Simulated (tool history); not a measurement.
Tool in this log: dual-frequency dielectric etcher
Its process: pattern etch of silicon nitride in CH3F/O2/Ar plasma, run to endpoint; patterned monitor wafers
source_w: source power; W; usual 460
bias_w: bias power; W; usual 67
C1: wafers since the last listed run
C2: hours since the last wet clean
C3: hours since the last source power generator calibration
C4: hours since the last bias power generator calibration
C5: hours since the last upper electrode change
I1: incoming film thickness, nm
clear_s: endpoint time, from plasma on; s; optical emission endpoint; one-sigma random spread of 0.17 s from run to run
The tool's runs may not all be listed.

{"run": 1, "hour": 0.0, "source_w": 460, "bias_w": 67, "C1": 0, "C2": 450.4, "C3": 5020.1, "C4": 2312.2, "C5": 4803.3, "I1": 37, "clear_s": 56}
{"run": 2, "hour": 11.3, "source_w": 460, "bias_w": 67, "C1": 161, "C2": 461.7, "C3": 5031.4, "C4": 2323.5, "C5": 4814.6, "I1": 36.87, "clear_s": 55.9}
{"run": 3, "hour": 28.6, "source_w": 510, "bias_w": 78, "C1": 246, "C2": 479, "C3": 5048.7, "C4": 2340.8, "C5": 4831.9, "I1": 36.85, "clear_s": 48.7}
{"run": 4, "hour": 38.8, "source_w": 510, "bias_w": 78, "C1": 145, "C2": 489.2, "C3": 5058.9, "C4": 2351, "C5": 4842.1, "I1": 36.95, "clear_s": 49}
{"run": 5, "hour": 51.1, "source_w": 430, "bias_w": 67, "C1": 175, "C2": 501.5, "C3": 5071.2, "C4": 2363.3, "C5": 4854.4, "I1": 36.59, "clear_s": 57.6}
{"run": 6, "hour": 67.7, "source_w": 430, "bias_w": 67, "C1": 236, "C2": 518.1, "C3": 5087.8, "C4": 2379.9, "C5": 4871, "I1": 36.86, "clear_s": 58}
{"run": 7, "hour": 77.8, "source_w": 430, "bias_w": 67, "C1": 144, "C2": 528.2, "C3": 5097.9, "C4": 2390, "C5": 4881.1, "I1": 36.93, "clear_s": 58.2}
{"run": 8, "hour": 89.3, "source_w": 460, "bias_w": 67, "C1": 164, "C2": 539.7, "C3": 5109.4, "C4": 2401.5, "C5": 4892.6, "I1": 36.85, "clear_s": 55.9}
{"hour": 99.0, "done": "bias power generator calibrated"}
{"run": 9, "hour": 99.5, "source_w": 460, "bias_w": 67, "C1": 88, "C2": 549.9, "C3": 5119.6, "C4": 0.5, "C5": 4902.8, "I1": 36.83, "clear_s": 56.5}
{"run": 10, "hour": 109.5, "source_w": 370, "bias_w": 56, "C1": 142, "C2": 559.9, "C3": 5129.6, "C4": 10.5, "C5": 4912.8, "I1": 36.78, "clear_s": 70.4}
{"hour": 121.9, "done": "source power generator calibrated"}
{"hour": 139.2, "done": "upper electrode replaced"}
{"hour": 149.6, "done": "wet clean of the chamber"}
{"run": 11, "hour": 150.1, "source_w": 510, "bias_w": 82, "C1": 127, "C2": 0.5, "C3": 28.2, "C4": 51.1, "C5": 10.9, "I1": 36.47, "clear_s": 45.5}
{"run": 12, "hour": 150.4, "source_w": 370, "bias_w": 84, "C1": 4, "C2": 0.8, "C3": 28.5, "C4": 51.4, "C5": 11.2, "I1": 36.74, "clear_s": 54.1}
{"run": 13, "hour": 150.7, "source_w": 460, "bias_w": 67, "C1": 4, "C2": 1.1, "C3": 28.8, "C4": 51.7, "C5": 11.5, "I1": 36.93, "clear_s": 54.2}
{"run": 14, "hour": 156.0, "source_w": 530, "bias_w": 82, "C1": 75, "C2": 6.4, "C3": 34.1, "C4": 57, "C5": 16.8, "I1": 36.95, "clear_s": 45.2}
{"run": 15, "hour": 172.6, "source_w": 460, "bias_w": 67, "C1": 236, "C2": 23, "C3": 50.7, "C4": 73.6, "C5": 33.4, "I1": 36.93, "clear_s": 54.3}
{"run": 16, "hour": 189.9, "source_w": 350, "bias_w": 75, "C1": 246, "C2": 40.3, "C3": 68, "C4": 90.9, "C5": 50.7, "I1": 36.83, "clear_s": 59.6}

Branching from run 16: 3 alternative next runs. What would each branch give?
{"run": "A", "hour": 190.3, "source_w": 460, "bias_w": 67, "C1": 5, "C2": 40.7, "C3": 68.4, "C4": 91.3, "C5": 51.1, "I1": 36.83, "clear_s": "?"}
{"run": "B", "hour": 190.3, "source_w": 530, "bias_w": 61, "C1": 5, "C2": 40.7, "C3": 68.4, "C4": 91.3, "C5": 51.1, "I1": 36.83, "clear_s": "?"}
{"run": "C", "hour": 190.3, "source_w": 540, "bias_w": 79, "C1": 5, "C2": 40.7, "C3": 68.4, "C4": 91.3, "C5": 51.1, "I1": 36.83, "clear_s": "?"}

run=A clear_s=54.3
run=B clear_s=53
run=C clear_s=45.9
With the hidden condition removed and each run's random variation left untouched, the same runs would have given:
run=A clear_s=53.8
run=B clear_s=52.5
run=C clear_s=45.4
